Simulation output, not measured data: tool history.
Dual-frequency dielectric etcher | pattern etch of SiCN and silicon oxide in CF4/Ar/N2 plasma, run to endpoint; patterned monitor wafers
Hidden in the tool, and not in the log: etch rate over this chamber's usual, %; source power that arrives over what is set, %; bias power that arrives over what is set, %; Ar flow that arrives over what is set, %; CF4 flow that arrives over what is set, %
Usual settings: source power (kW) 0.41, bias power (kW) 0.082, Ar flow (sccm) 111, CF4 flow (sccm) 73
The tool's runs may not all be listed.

run,day,source power (kW),bias power (kW),Ar flow (sccm),CF4 flow (sccm),wafers since the last listed run,hours since the last wet clean,hours since the last source power generator calibration,hours since the last bias power generator calibration,hours since the last Ar flow controller change,hours since the last CF4 flow controller change,hours since the last upper electrode change,"incoming incoming film thickness, nm",endpoint time (s)
1,0,0.41,0.082,111,73,0,509,3665,2708.9,2273.1,2597.9,4085.1,9,9.4
2,0.546,0.41,0.082,111,73,149,522.1,3678.1,2722,2286.2,2611,4098.2,9.01,9.4
3,1.021,0.41,0.082,111,73,130,533.5,3689.5,2733.4,2297.6,2622.4,4109.6,9.08,9.4
4,1.4,0.41,0.082,111,73,103,542.6,3698.6,2742.5,2306.7,2631.5,4118.7,9.03,9.4
# day 2.854: bias power generator calibrated
5,3.217,0.41,0.082,111,73,451,586.2,3742.2,8.7,2350.3,2675.1,4162.3,8.99,9.3
# day 3.858: CF4 flow controller replaced
# day 4.867: wet clean of the chamber
# day 4.996: source power generator calibrated
6,5.017,0.41,0.082,111,73,115,3.6,0.5,51.9,2393.5,27.8,4205.5,8.93,9.7
7,5.029,0.41,0.082,111,73,3,3.9,0.8,52.2,2393.8,28.1,4205.8,8.88,9.7
8,5.042,0.41,0.082,111,73,3,4.2,1.1,52.5,2394.1,28.4,4206.1,8.99,9.8
# day 5.308: Ar flow controller replaced
9,5.442,0.41,0.082,111,73,41,13.8,10.7,62.1,3.2,38,4215.7,8.93,9.7
# day 6.608: upper electrode replaced
10,6.629,0.5,0.082,111,73,51,42.3,39.2,90.6,31.7,66.5,0.5,8.95,7.9
11,6.646,0.37,0.082,111,63,4,42.7,39.6,91,32.1,66.9,0.9,8.99,11.2
12,7.3,0.41,0.095,97,58,179,58.4,55.3,106.7,47.8,82.6,16.6,9.04,9.4
13,7.883,0.41,0.082,111,87,159,72.4,69.3,120.7,61.8,96.6,30.6,9,9.5
14,8.629,0.46,0.082,111,60,204,90.3,87.2,138.6,79.7,114.5,48.5,8.98,8.9
15,9.254,0.33,0.091,101,57,171,105.3,102.2,153.6,94.7,129.5,63.5,9.02,12.2

Forecast each of these 3 alternatives for the next run:
A,9.271,0.34,0.082,111,73,4,105.7,102.6,154,95.1,129.9,63.9,9.03,?
B,9.271,0.41,0.089,111,67,4,105.7,102.6,154,95.1,129.9,63.9,9.03,?
C,9.271,0.51,0.072,111,73,4,105.7,102.6,154,95.1,129.9,63.9,9.03,?

run,endpoint time (s)
A,12
B,9.7
C,8.2
Without the tool's hidden state the same runs would have given:
run,endpoint time (s)
A,12.2
B,9.8
C,8.3

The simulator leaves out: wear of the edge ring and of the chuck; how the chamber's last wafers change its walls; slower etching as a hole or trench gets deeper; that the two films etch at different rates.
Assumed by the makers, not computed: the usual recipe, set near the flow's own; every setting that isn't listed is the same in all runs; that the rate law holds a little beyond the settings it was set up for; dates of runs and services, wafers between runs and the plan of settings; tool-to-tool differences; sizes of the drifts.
